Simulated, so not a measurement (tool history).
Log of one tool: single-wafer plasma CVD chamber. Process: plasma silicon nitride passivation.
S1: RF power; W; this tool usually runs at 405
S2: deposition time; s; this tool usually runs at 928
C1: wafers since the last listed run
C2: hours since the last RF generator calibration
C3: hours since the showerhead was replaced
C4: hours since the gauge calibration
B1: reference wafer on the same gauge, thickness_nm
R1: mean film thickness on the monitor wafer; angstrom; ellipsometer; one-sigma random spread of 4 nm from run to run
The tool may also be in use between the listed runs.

| run | hour | S1 | S2 | C1 | C2 | C3 | C4 | B1 | R1 |
|---|---|---|---|---|---|---|---|---|---|
| 1 | 0.0 | 405 | 928 | 0 | 718.2 | 4622.2 | 938.4 | 1538.973 | 13384.12 |
| 2 | 40.8 | 405 | 854 | 53 | 759.0 | 4663.0 | 979.2 | 1539.834 | 12333.48 |
| 3 | 119.5 | 405 | 854 | 104 | 837.7 | 4741.7 | 1057.9 | 1540.019 | 12325.46 |
| 4 | 158.6 | 405 | 854 | 51 | 876.8 | 4780.8 | 1097.0 | 1539.645 | 12337.43 |
| 5 | 394.8 | 405 | 1064 | 312 | 1113.0 | 5017.0 | 1333.2 | 1540.473 | 15266.30 |
| 6 | 502.3 | 405 | 1064 | 142 | 1220.5 | 5124.5 | 1440.7 | 1539.916 | 15208.57 |
| 7 | 545.7 | 405 | 928 | 57 | 1263.9 | 5167.9 | 1484.1 | 1540.038 | 13308.19 |
| 8 | 587.6 | 405 | 928 | 55 | 1305.8 | 5209.8 | 1526.0 | 1539.587 | 13345.27 |
| 9 | 864.2 | 405 | 928 | 365 | 1582.4 | 5486.4 | 1802.6 | 1538.944 | 13243.50 |
| 10 | 921.9 | 405 | 928 | 76 | 1640.1 | 5544.1 | 1860.3 | 1539.709 | 13359.04 |
|  | 949.1 | showerhead replaced, of another model than before |
| 11 | 1028.7 | 350 | 928 | 130 | 1746.9 | 79.6 | 1967.1 | 1539.846 | 13066.97 |
| 12 | 1117.0 | 350 | 928 | 116 | 1835.2 | 167.9 | 2055.4 | 1539.599 | 13095.47 |
| 13 | 1183.3 | 350 | 928 | 87 | 1901.5 | 234.2 | 2121.7 | 1540.318 | 13026.03 |
| 14 | 1244.0 | 405 | 928 | 80 | 1962.2 | 294.9 | 2182.4 | 1540.452 | 13331.38 |
| 15 | 1310.2 | 405 | 928 | 87 | 2028.4 | 361.1 | 2248.6 | 1540.046 | 13349.64 |
|  | 1397.8 | RF generator calibrated |
| 16 | 1410.5 | 405 | 928 | 122 | 12.7 | 461.4 | 2348.9 | 1540.430 | 13506.52 |
| 17 | 1492.9 | 405 | 928 | 108 | 95.1 | 543.8 | 2431.3 | 1541.349 | 13493.45 |
| 18 | 1543.0 | 405 | 928 | 66 | 145.2 | 593.9 | 2481.4 | 1540.363 | 13417.39 |
| 19 | 1599.1 | 375 | 1095 | 74 | 201.3 | 650.0 | 2537.5 | 1540.531 | 15798.60 |
| 20 | 1704.4 | 470 | 1079 | 139 | 306.6 | 755.3 | 2642.8 | 1540.563 | 16083.52 |
| 21 | 1809.6 | 405 | 928 | 139 | 411.8 | 860.5 | 2748.0 | 1540.234 | 13506.46 |
| 22 | 1860.7 | 405 | 928 | 67 | 462.9 | 911.6 | 2799.1 | 1539.786 | 13468.14 |
| 23 | 1958.7 | 405 | 1024 | 129 | 560.9 | 1009.6 | 2897.1 | 1540.560 | 14827.76 |
| 24 | 2000.4 | 335 | 1003 | 55 | 602.6 | 1051.3 | 2938.8 | 1539.339 | 14094.75 |
| 25 | 2059.1 | 405 | 763 | 77 | 661.3 | 1110.0 | 2997.5 | 1539.700 | 11108.03 |
| 26 | 2147.4 | 405 | 928 | 116 | 749.6 | 1198.3 | 3085.8 | 1539.916 | 13469.82 |
|  | 2193.8 | gauge calibrated |
| 27 | 2212.5 | 375 | 838 | 86 | 814.7 | 1263.4 | 18.7 | 1539.164 | 12000.62 |
| 28 | 2264.2 | 405 | 928 | 68 | 866.4 | 1315.1 | 70.4 | 1539.238 | 13487.19 |
| 29 | 2360.0 | 405 | 928 | 126 | 962.2 | 1410.9 | 166.2 | 1539.993 | 13442.11 |
| 30 | 2465.1 | 405 | 928 | 138 | 1067.3 | 1516.0 | 271.3 | 1539.919 | 13475.41 |
| 31 | 2542.5 | 360 | 1047 | 102 | 1144.7 | 1593.4 | 348.7 | 1539.832 | 14799.27 |
| 32 | 2602.2 | 405 | 928 | 78 | 1204.4 | 1653.1 | 408.4 | 1539.752 | 13336.72 |
| 33 | 2649.2 | 405 | 928 | 62 | 1251.4 | 1700.1 | 455.4 | 1540.279 | 13473.11 |
| 34 | 2711.3 | 480 | 928 | 82 | 1313.5 | 1762.2 | 517.5 | 1540.787 | 13836.08 |
| 35 | 2780.9 | 450 | 1110 | 92 | 1383.1 | 1831.8 | 587.1 | 1539.804 | 16292.11 |
| 36 | 2856.0 | 435 | 979 | 99 | 1458.2 | 1906.9 | 662.2 | 1540.777 | 14353.69 |
| 37 | 2955.8 | 405 | 928 | 131 | 1558.0 | 2006.7 | 762.0 | 1540.074 | 13380.48 |
| 38 | 3034.2 | 405 | 750 | 103 | 1636.4 | 2085.1 | 840.4 | 1539.780 | 10854.74 |
| 39 | 3086.9 | 460 | 1096 | 69 | 1689.1 | 2137.8 | 893.1 | 1540.237 | 16163.38 |
| 40 | 3132.9 | 345 | 1007 | 60 | 1735.1 | 2183.8 | 939.1 | 1540.270 | 14183.01 |
| 41 | 3238.0 | 405 | 928 | 138 | 1840.2 | 2288.9 | 1044.2 | 1539.867 | 13381.11 |
| 42 | 3281.4 | 405 | 987 | 57 | 1883.6 | 2332.3 | 1087.6 | 1540.372 | 14200.24 |

Across each entry between runs, compare the hidden state at the last listed run before it with the hidden state at the first listed run after it:
Runs 10 to 11: showerhead replaced, of another model than before (hour 949.1)
  delivered RF power above the setpoint (%): -4.54 -> -5.05
  measured minus no-state result, R1: -208.68 -> -115.11 angstrom
Runs 15 to 16: RF generator calibrated (hour 1397.8)
  delivered RF power above the setpoint (%): -6.56 -> -0.658
  measured minus no-state result, R1: -153.70 -> -15.25 angstrom
Runs 26 to 27: gauge calibrated (hour 2193.8)
  delivered RF power above the setpoint (%): -1.46 -> -1.6
  measured minus no-state result, R1: -33.77 -> -33.10 angstrom

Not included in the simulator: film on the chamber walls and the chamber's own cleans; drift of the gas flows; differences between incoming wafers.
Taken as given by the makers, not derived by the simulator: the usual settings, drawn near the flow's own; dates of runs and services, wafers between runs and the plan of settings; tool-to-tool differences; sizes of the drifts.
